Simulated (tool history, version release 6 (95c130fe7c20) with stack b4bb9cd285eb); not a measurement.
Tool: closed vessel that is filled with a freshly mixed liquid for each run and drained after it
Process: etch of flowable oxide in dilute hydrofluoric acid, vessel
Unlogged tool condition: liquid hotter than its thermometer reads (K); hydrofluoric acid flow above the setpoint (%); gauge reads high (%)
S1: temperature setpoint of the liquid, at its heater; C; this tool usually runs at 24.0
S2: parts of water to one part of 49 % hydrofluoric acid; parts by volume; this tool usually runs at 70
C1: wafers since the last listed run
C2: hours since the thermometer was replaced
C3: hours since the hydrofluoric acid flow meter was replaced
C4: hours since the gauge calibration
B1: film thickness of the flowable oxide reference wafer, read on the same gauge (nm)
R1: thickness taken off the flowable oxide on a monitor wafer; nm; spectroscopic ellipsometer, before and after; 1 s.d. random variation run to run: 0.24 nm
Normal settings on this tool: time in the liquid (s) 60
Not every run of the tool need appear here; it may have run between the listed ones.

run 1 hour=0.0 | S1=24.0 S2=70 time_in_the_liquid_(s)=60 | C1=0 C2=429.8 C3=114.5 C4=1018.7 | B1=70.01 | R1=36.78
run 2 hour=54.0 | S1=24.0 S2=70 time_in_the_liquid_(s)=60 | C1=5348 C2=483.8 C3=168.5 C4=1072.7 | B1=69.99 | R1=37.28
-- hour=101.1 gauge calibrated
run 3 hour=244.1 | S1=24.0 S2=70 time_in_the_liquid_(s)=60 | C1=18828 C2=673.9 C3=358.6 C4=143.0 | B1=69.99 | R1=38.22
run 4 hour=297.6 | S1=24.0 S2=70 time_in_the_liquid_(s)=60 | C1=5298 C2=727.4 C3=412.1 C4=196.5 | B1=70.00 | R1=38.54
run 5 hour=344.4 | S1=24.0 S2=70 time_in_the_liquid_(s)=60 | C1=4635 C2=774.2 C3=458.9 C4=243.3 | B1=69.99 | R1=39.01
run 6 hour=383.8 | S1=24.0 S2=70 time_in_the_liquid_(s)=60 | C1=3902 C2=813.6 C3=498.3 C4=282.7 | B1=69.98 | R1=38.81
run 7 hour=572.3 | S1=24.0 S2=70 time_in_the_liquid_(s)=60 | C1=18669 C2=1002.1 C3=686.8 C4=471.2 | B1=70.01 | R1=39.67
-- hour=584.5 thermometer replaced
run 8 hour=621.5 | S1=24.0 S2=70 time_in_the_liquid_(s)=35 | C1=4773 C2=37.0 C3=736.0 C4=520.4 | B1=70.01 | R1=21.47
run 9 hour=721.1 | S1=23.0 S2=70 time_in_the_liquid_(s)=60 | C1=9864 C2=136.6 C3=835.6 C4=620.0 | B1=69.99 | R1=36.19
run 10 hour=784.7 | S1=23.0 S2=70 time_in_the_liquid_(s)=60 | C1=6299 C2=200.2 C3=899.2 C4=683.6 | B1=69.99 | R1=36.50
run 11 hour=811.8 | S1=23.0 S2=70 time_in_the_liquid_(s)=60 | C1=2684 C2=227.3 C3=926.3 C4=710.7 | B1=70.01 | R1=35.93
run 12 hour=846.3 | S1=24.0 S2=50 time_in_the_liquid_(s)=60 | C1=3416 C2=261.8 C3=960.8 C4=745.2 | B1=70.00 | R1=54.37
run 13 hour=876.8 | S1=24.0 S2=50 time_in_the_liquid_(s)=60 | C1=3020 C2=292.3 C3=991.3 C4=775.7 | B1=70.01 | R1=55.03
run 14 hour=928.1 | S1=24.0 S2=60 time_in_the_liquid_(s)=60 | C1=5080 C2=343.6 C3=1042.6 C4=827.0 | B1=69.98 | R1=45.08
run 15 hour=962.8 | S1=24.0 S2=40 time_in_the_liquid_(s)=60 | C1=3436 C2=378.3 C3=1077.3 C4=861.7 | B1=69.99 | R1=69.81
run 16 hour=1031.3 | S1=28.0 S2=95 time_in_the_liquid_(s)=30 | C1=6784 C2=446.8 C3=1145.8 C4=930.2 | B1=70.00 | R1=16.17
run 17 hour=1075.6 | S1=24.0 S2=70 time_in_the_liquid_(s)=60 | C1=4387 C2=491.1 C3=1190.1 C4=974.5 | B1=70.00 | R1=39.45
run 18 hour=1105.1 | S1=26.5 S2=70 time_in_the_liquid_(s)=80 | C1=2921 C2=520.6 C3=1219.6 C4=1004.0 | B1=70.01 | R1=57.78
run 19 hour=1153.0 | S1=24.0 S2=70 time_in_the_liquid_(s)=60 | C1=4744 C2=568.5 C3=1267.5 C4=1051.9 | B1=70.00 | R1=39.29
run 20 hour=1178.5 | S1=28.5 S2=90 time_in_the_liquid_(s)=60 | C1=2525 C2=594.0 C3=1293.0 C4=1077.4 | B1=70.00 | R1=35.86
run 21 hour=1222.9 | S1=24.0 S2=70 time_in_the_liquid_(s)=60 | C1=4397 C2=638.4 C3=1337.4 C4=1121.8 | B1=70.01 | R1=39.20
-- hour=1237.2 hydrofluoric acid flow meter replaced
-- hour=1269.3 gauge calibrated
run 22 hour=1281.9 | S1=24.0 S2=80 time_in_the_liquid_(s)=80 | C1=5744 C2=697.4 C3=44.7 C4=12.6 | B1=70.02 | R1=44.10
run 23 hour=1329.9 | S1=23.0 S2=70 time_in_the_liquid_(s)=60 | C1=4754 C2=745.4 C3=92.7 C4=60.6 | B1=70.00 | R1=36.67
run 24 hour=1401.2 | S1=24.0 S2=80 time_in_the_liquid_(s)=60 | C1=7061 C2=816.7 C3=164.0 C4=131.9 | B1=69.98 | R1=33.51
run 25 hour=1458.6 | S1=24.0 S2=70 time_in_the_liquid_(s)=90 | C1=5685 C2=874.1 C3=221.4 C4=189.3 | B1=70.00 | R1=58.40
run 26 hour=1520.7 | S1=27.0 S2=60 time_in_the_liquid_(s)=50 | C1=6150 C2=936.2 C3=283.5 C4=251.4 | B1=69.98 | R1=43.33
-- hour=1539.6 thermometer replaced
run 27 hour=1546.9 | S1=24.0 S2=85 time_in_the_liquid_(s)=70 | C1=2495 C2=7.3 C3=309.7 C4=277.6 | B1=70.02 | R1=34.47
run 28 hour=1614.7 | S1=24.0 S2=70 time_in_the_liquid_(s)=60 | C1=6715 C2=75.1 C3=377.5 C4=345.4 | B1=70.00 | R1=36.52

What the log doesn't show, run by run:
gauge reads high (%): 0 in every run
H1: liquid hotter than its thermometer reads (K)
H2: hydrofluoric acid flow above the setpoint (%)
run=1 H1=0.947 H2=0.645
run=2 H1=1.06 H2=0.843
run=3 H1=1.46 H2=1.54
run=4 H1=1.57 H2=1.74
run=5 H1=1.66 H2=1.91
run=6 H1=1.75 H2=2.05
run=7 H1=2.14 H2=2.74
run=8 H1=0.158 H2=2.92
run=9 H1=0.365 H2=3.29
run=10 H1=0.497 H2=3.52
run=11 H1=0.554 H2=3.62
run=12 H1=0.626 H2=3.75
run=13 H1=0.689 H2=3.86
run=14 H1=0.796 H2=4.05
run=15 H1=0.868 H2=4.17
run=16 H1=1.01 H2=4.43
run=17 H1=1.1 H2=4.59
run=18 H1=1.16 H2=4.7
run=19 H1=1.26 H2=4.87
run=20 H1=1.32 H2=4.97
run=21 H1=1.41 H2=5.13
run=22 H1=1.53 H2=0.846
run=23 H1=1.63 H2=1.02
run=24 H1=1.78 H2=1.28
run=25 H1=1.9 H2=1.49
run=26 H1=2.03 H2=1.72
run=27 H1=0.14 H2=1.82
run=28 H1=0.281 H2=2.07

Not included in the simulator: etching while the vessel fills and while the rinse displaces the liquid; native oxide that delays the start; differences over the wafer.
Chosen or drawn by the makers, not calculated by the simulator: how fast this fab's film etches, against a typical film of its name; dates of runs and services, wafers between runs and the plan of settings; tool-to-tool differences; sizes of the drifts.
